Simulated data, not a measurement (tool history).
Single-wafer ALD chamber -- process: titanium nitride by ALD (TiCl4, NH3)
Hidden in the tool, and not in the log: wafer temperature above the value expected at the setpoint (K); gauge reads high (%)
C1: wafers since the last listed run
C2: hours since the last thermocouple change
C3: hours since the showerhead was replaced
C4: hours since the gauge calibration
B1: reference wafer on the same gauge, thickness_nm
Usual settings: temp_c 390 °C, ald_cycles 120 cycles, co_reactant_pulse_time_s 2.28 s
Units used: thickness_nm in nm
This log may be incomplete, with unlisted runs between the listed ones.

{"run": 1, "hour": 0.0, "temp_c": 390, "ald_cycles": 103, "co_reactant_pulse_time_s": 2.28, "C1": 0, "C2": 1506.4, "C3": 3559.1, "C4": 356.2, "B1": 2.306, "thickness_nm": 2.095}
{"run": 2, "hour": 24.2, "temp_c": 390, "ald_cycles": 120, "co_reactant_pulse_time_s": 2.28, "C1": 65, "C2": 1530.6, "C3": 3583.3, "C4": 380.4, "B1": 2.302, "thickness_nm": 2.408}
{"run": 3, "hour": 88.2, "temp_c": 390, "ald_cycles": 120, "co_reactant_pulse_time_s": 2.28, "C1": 173, "C2": 1594.6, "C3": 3647.3, "C4": 444.4, "B1": 2.292, "thickness_nm": 2.419}
{"run": 4, "hour": 131.8, "temp_c": 390, "ald_cycles": 120, "co_reactant_pulse_time_s": 2.28, "C1": 118, "C2": 1638.2, "C3": 3690.9, "C4": 488, "B1": 2.289, "thickness_nm": 2.401}
{"run": 5, "hour": 200.8, "temp_c": 390, "ald_cycles": 120, "co_reactant_pulse_time_s": 2.28, "C1": 187, "C2": 1707.2, "C3": 3759.9, "C4": 557, "B1": 2.282, "thickness_nm": 2.406}
{"run": 6, "hour": 235.7, "temp_c": 390, "ald_cycles": 120, "co_reactant_pulse_time_s": 2.28, "C1": 94, "C2": 1742.1, "C3": 3794.8, "C4": 591.9, "B1": 2.29, "thickness_nm": 2.401}
{"run": 7, "hour": 300.0, "temp_c": 390, "ald_cycles": 120, "co_reactant_pulse_time_s": 2.28, "C1": 174, "C2": 1806.4, "C3": 3859.1, "C4": 656.2, "B1": 2.282, "thickness_nm": 2.383}
{"run": 8, "hour": 368.8, "temp_c": 390, "ald_cycles": 114, "co_reactant_pulse_time_s": 2.28, "C1": 186, "C2": 1875.2, "C3": 3927.9, "C4": 725, "B1": 2.278, "thickness_nm": 2.239}
{"run": 9, "hour": 423.5, "temp_c": 390, "ald_cycles": 114, "co_reactant_pulse_time_s": 2.28, "C1": 148, "C2": 1929.9, "C3": 3982.6, "C4": 779.7, "B1": 2.268, "thickness_nm": 2.262}
{"run": 10, "hour": 487.5, "temp_c": 390, "ald_cycles": 120, "co_reactant_pulse_time_s": 2.28, "C1": 173, "C2": 1993.9, "C3": 4046.6, "C4": 843.7, "B1": 2.269, "thickness_nm": 2.363}
{"run": 11, "hour": 538.3, "temp_c": 397, "ald_cycles": 120, "co_reactant_pulse_time_s": 2.28, "C1": 138, "C2": 2044.7, "C3": 4097.4, "C4": 894.5, "B1": 2.269, "thickness_nm": 2.367}
{"run": 12, "hour": 590.5, "temp_c": 397, "ald_cycles": 120, "co_reactant_pulse_time_s": 2.28, "C1": 141, "C2": 2096.9, "C3": 4149.6, "C4": 946.7, "B1": 2.263, "thickness_nm": 2.391}
{"hour": 600.7, "done": "thermocouple changed; heater temperature recalibrated"}
{"run": 13, "hour": 659.4, "temp_c": 397, "ald_cycles": 120, "co_reactant_pulse_time_s": 2.28, "C1": 165, "C2": 58.7, "C3": 4218.5, "C4": 1015.6, "B1": 2.261, "thickness_nm": 2.374}
{"run": 14, "hour": 697.7, "temp_c": 390, "ald_cycles": 112, "co_reactant_pulse_time_s": 2.28, "C1": 104, "C2": 97, "C3": 4256.8, "C4": 1053.9, "B1": 2.263, "thickness_nm": 2.216}
{"run": 15, "hour": 825.6, "temp_c": 390, "ald_cycles": 112, "co_reactant_pulse_time_s": 2.28, "C1": 347, "C2": 224.9, "C3": 4384.7, "C4": 1181.8, "B1": 2.258, "thickness_nm": 2.184}
{"hour": 844.7, "done": "gauge calibrated"}
{"run": 16, "hour": 887.2, "temp_c": 390, "ald_cycles": 112, "co_reactant_pulse_time_s": 2.28, "C1": 167, "C2": 286.5, "C3": 4446.3, "C4": 42.5, "B1": 2.344, "thickness_nm": 2.289}
{"run": 17, "hour": 939.7, "temp_c": 384, "ald_cycles": 120, "co_reactant_pulse_time_s": 2.28, "C1": 142, "C2": 339, "C3": 4498.8, "C4": 95, "B1": 2.334, "thickness_nm": 2.437}
{"run": 18, "hour": 982.8, "temp_c": 384, "ald_cycles": 120, "co_reactant_pulse_time_s": 2.28, "C1": 117, "C2": 382.1, "C3": 4541.9, "C4": 138.1, "B1": 2.324, "thickness_nm": 2.396}
{"run": 19, "hour": 1013.0, "temp_c": 396, "ald_cycles": 130, "co_reactant_pulse_time_s": 2.83, "C1": 82, "C2": 412.3, "C3": 4572.1, "C4": 168.3, "B1": 2.319, "thickness_nm": 2.642}
{"run": 20, "hour": 1075.7, "temp_c": 377, "ald_cycles": 127, "co_reactant_pulse_time_s": 2.28, "C1": 170, "C2": 475, "C3": 4634.8, "C4": 231, "B1": 2.308, "thickness_nm": 2.535}
{"run": 21, "hour": 1245.9, "temp_c": 390, "ald_cycles": 120, "co_reactant_pulse_time_s": 2.28, "C1": 462, "C2": 645.2, "C3": 4805, "C4": 401.2, "B1": 2.29, "thickness_nm": 2.392}
{"run": 22, "hour": 1286.4, "temp_c": 394, "ald_cycles": 100, "co_reactant_pulse_time_s": 1.43, "C1": 110, "C2": 685.7, "C3": 4845.5, "C4": 441.7, "B1": 2.283, "thickness_nm": 1.913}
{"run": 23, "hour": 1322.2, "temp_c": 390, "ald_cycles": 120, "co_reactant_pulse_time_s": 2.28, "C1": 97, "C2": 721.5, "C3": 4881.3, "C4": 477.5, "B1": 2.279, "thickness_nm": 2.36}
{"run": 24, "hour": 1353.1, "temp_c": 397, "ald_cycles": 135, "co_reactant_pulse_time_s": 2.8, "C1": 83, "C2": 752.4, "C3": 4912.2, "C4": 508.4, "B1": 2.278, "thickness_nm": 2.723}
{"run": 25, "hour": 1403.6, "temp_c": 390, "ald_cycles": 120, "co_reactant_pulse_time_s": 2.28, "C1": 137, "C2": 802.9, "C3": 4962.7, "C4": 558.9, "B1": 2.278, "thickness_nm": 2.357}
{"run": 26, "hour": 1453.1, "temp_c": 395, "ald_cycles": 98, "co_reactant_pulse_time_s": 3.01, "C1": 134, "C2": 852.4, "C3": 5012.2, "C4": 608.4, "B1": 2.269, "thickness_nm": 1.958}
{"run": 27, "hour": 1498.9, "temp_c": 390, "ald_cycles": 120, "co_reactant_pulse_time_s": 3.03, "C1": 124, "C2": 898.2, "C3": 5058, "C4": 654.2, "B1": 2.267, "thickness_nm": 2.385}
{"run": 28, "hour": 1564.5, "temp_c": 381, "ald_cycles": 102, "co_reactant_pulse_time_s": 2.81, "C1": 178, "C2": 963.8, "C3": 5123.6, "C4": 719.8, "B1": 2.264, "thickness_nm": 2.025}
{"run": 29, "hour": 1609.0, "temp_c": 390, "ald_cycles": 120, "co_reactant_pulse_time_s": 2.28, "C1": 120, "C2": 1008.3, "C3": 5168.1, "C4": 764.3, "B1": 2.259, "thickness_nm": 2.365}
{"hour": 1618.7, "done": "showerhead replaced"}
{"run": 30, "hour": 1659.1, "temp_c": 377, "ald_cycles": 102, "co_reactant_pulse_time_s": 2.28, "C1": 114, "C2": 1058.4, "C3": 40.4, "C4": 814.4, "B1": 2.261, "thickness_nm": 1.993}
{"run": 31, "hour": 1707.0, "temp_c": 379, "ald_cycles": 114, "co_reactant_pulse_time_s": 2.86, "C1": 130, "C2": 1106.3, "C3": 88.3, "C4": 862.3, "B1": 2.253, "thickness_nm": 2.25}
{"run": 32, "hour": 1768.7, "temp_c": 395, "ald_cycles": 129, "co_reactant_pulse_time_s": 2.64, "C1": 167, "C2": 1168, "C3": 150, "C4": 924, "B1": 2.252, "thickness_nm": 2.529}
{"run": 33, "hour": 1840.6, "temp_c": 390, "ald_cycles": 120, "co_reactant_pulse_time_s": 2.28, "C1": 195, "C2": 1239.9, "C3": 221.9, "C4": 995.9, "B1": 2.251, "thickness_nm": 2.369}
{"run": 34, "hour": 1880.1, "temp_c": 395, "ald_cycles": 120, "co_reactant_pulse_time_s": 2.28, "C1": 107, "C2": 1279.4, "C3": 261.4, "C4": 1035.4, "B1": 2.249, "thickness_nm": 2.356}
{"run": 35, "hour": 1945.5, "temp_c": 404, "ald_cycles": 102, "co_reactant_pulse_time_s": 1.89, "C1": 177, "C2": 1344.8, "C3": 326.8, "C4": 1100.8, "B1": 2.251, "thickness_nm": 1.987}
{"run": 36, "hour": 1975.2, "temp_c": 390, "ald_cycles": 110, "co_reactant_pulse_time_s": 3.08, "C1": 80, "C2": 1374.5, "C3": 356.5, "C4": 1130.5, "B1": 2.245, "thickness_nm": 2.19}
{"hour": 2038.8, "done": "gauge calibrated"}
{"run": 37, "hour": 2042.0, "temp_c": 386, "ald_cycles": 120, "co_reactant_pulse_time_s": 2.97, "C1": 181, "C2": 1441.3, "C3": 423.3, "C4": 3.2, "B1": 2.357, "thickness_nm": 2.504}
{"run": 38, "hour": 2074.6, "temp_c": 403, "ald_cycles": 128, "co_reactant_pulse_time_s": 1.96, "C1": 88, "C2": 1473.9, "C3": 455.9, "C4": 35.8, "B1": 2.355, "thickness_nm": 2.632}
{"run": 39, "hour": 2145.8, "temp_c": 402, "ald_cycles": 120, "co_reactant_pulse_time_s": 2.89, "C1": 193, "C2": 1545.1, "C3": 527.1, "C4": 107, "B1": 2.337, "thickness_nm": 2.499}

What the log doesn't show, run by run:
wafer temperature above the value expected at the setpoint (K): 0 on each run
H1: gauge reads high (%)
run=1 H1=-2.32
run=2 H1=-2.44
run=3 H1=-2.72
run=4 H1=-2.9
run=5 H1=-3.14
run=6 H1=-3.25
run=7 H1=-3.43
run=8 H1=-3.59
run=9 H1=-3.71
run=10 H1=-3.83
run=11 H1=-3.91
run=12 H1=-3.99
run=13 H1=-4.07
run=14 H1=-4.12
run=15 H1=-4.24
run=16 H1=-0.619
run=17 H1=-1.12
run=18 H1=-1.48
run=19 H1=-1.72
run=20 H1=-2.16
run=21 H1=-3.1
run=22 H1=-3.28
run=23 H1=-3.42
run=24 H1=-3.54
run=25 H1=-3.71
run=26 H1=-3.86
run=27 H1=-3.99
run=28 H1=-4.15
run=29 H1=-4.24
run=30 H1=-4.34
run=31 H1=-4.43
run=32 H1=-4.52
run=33 H1=-4.62
run=34 H1=-4.66
run=35 H1=-4.73
run=36 H1=-4.76
run=37 H1=0.0524
run=38 H1=-0.291
run=39 H1=-0.96
